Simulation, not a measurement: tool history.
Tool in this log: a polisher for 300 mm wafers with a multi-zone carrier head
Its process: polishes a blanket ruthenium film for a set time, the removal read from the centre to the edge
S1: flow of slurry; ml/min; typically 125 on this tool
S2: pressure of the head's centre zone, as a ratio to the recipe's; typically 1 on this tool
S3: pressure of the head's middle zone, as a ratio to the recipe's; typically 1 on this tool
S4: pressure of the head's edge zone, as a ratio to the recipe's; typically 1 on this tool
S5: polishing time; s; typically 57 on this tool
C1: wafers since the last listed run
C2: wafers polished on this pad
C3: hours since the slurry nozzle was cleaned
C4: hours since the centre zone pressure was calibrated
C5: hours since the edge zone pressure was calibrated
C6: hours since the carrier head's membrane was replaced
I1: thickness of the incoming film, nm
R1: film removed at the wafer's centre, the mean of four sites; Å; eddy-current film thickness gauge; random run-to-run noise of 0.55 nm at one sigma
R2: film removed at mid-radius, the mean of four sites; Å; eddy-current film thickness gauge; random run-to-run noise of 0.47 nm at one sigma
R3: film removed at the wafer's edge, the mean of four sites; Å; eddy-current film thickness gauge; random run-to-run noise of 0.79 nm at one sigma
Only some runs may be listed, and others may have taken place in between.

run	hour	S1	S2	S3	S4	S5	C1	C2	C3	C4	C5	C6	I1	R1	R2	R3
1	0	125	1	1	1	57	0	19	489.7	630.2	1151.5	1584	562.7	552	551	564
2	8.5	125	0.93	1	1.04	57	122	141	498.2	638.7	1160	1592.5	563.8	505	557	577
3	21.1	125	1	1	1	57	181	322	510.8	651.3	1172.6	1605.1	567.8	539	554	556
4	29.7	125	1	1	1	57	123	446	519.4	659.9	1181.2	1613.7	575.2	544	553	581
5	40.5	125	1	1	1	57	155	601	530.2	670.7	1192	1624.5	578.1	529	546	555
6	54.4	125	1	1	1	57	199	801	544.1	684.6	1205.9	1638.4	561	535	547	568
7	67	125	1	1	1	57	181	983	556.7	697.2	1218.5	1651	574.8	533	553	557
8	75.4	140	1	0.96	1.04	71	120	1103	565.1	705.6	1226.9	1659.4	573.7	691	668	719
# hour 88.3: carrier head's membrane replaced by a new one
9	89.5	125	1	1	1	57	130	1234	579.2	719.7	1241	1.2	566.7	535	545	572
# hour 97.4: worn pad replaced by a new one
# hour 102.6: edge zone pressure recalibrated
10	103.1	150	1	1	1	57	109	53	592.8	733.3	0.5	14.8	566	568	567	571
11	108.6	125	1	1.04	1	57	79	132	598.3	738.8	6	20.3	570.5	531	554	568
12	115.5	85	1	1	0.89	57	99	232	605.2	745.7	12.9	27.2	576	449	475	496
# hour 117.5: slurry nozzle cleaned
# hour 122.4: centre zone pressure recalibrated
13	132.5	125	0.94	1	1	43	201	433	15	10.1	29.9	44.2	563.3	426	456	455
14	146	125	1	1.07	1	57	194	627	28.5	23.6	43.4	57.7	573	601	645	606
15	161.1	125	1	1	1	57	217	844	43.6	38.7	58.5	72.8	567	611	607	594

Here are 4 independent what-if runs from the current tool condition. What would each one return?
A	161.5	125	1	1	0.9	57	5	850	44	39.1	58.9	73.2	567.9	?	?	?
B	161.5	125	1	1	1	41	5	850	44	39.1	58.9	73.2	567.9	?	?	?
C	161.5	160	1	1	1	57	5	850	44	39.1	58.9	73.2	567.9	?	?	?
D	161.5	125	0.89	1	0.95	57	5	850	44	39.1	58.9	73.2	567.9	?	?	?

run	R1	R2	R3
A	597	600	582
B	429	432	430
C	628	627	617
D	531	600	590
Take away the tool's hidden state, keep each run's random variation, and the runs would have read:
run	R1	R2	R3
A	602	604	585
B	433	435	432
C	632	631	620
D	535	605	593
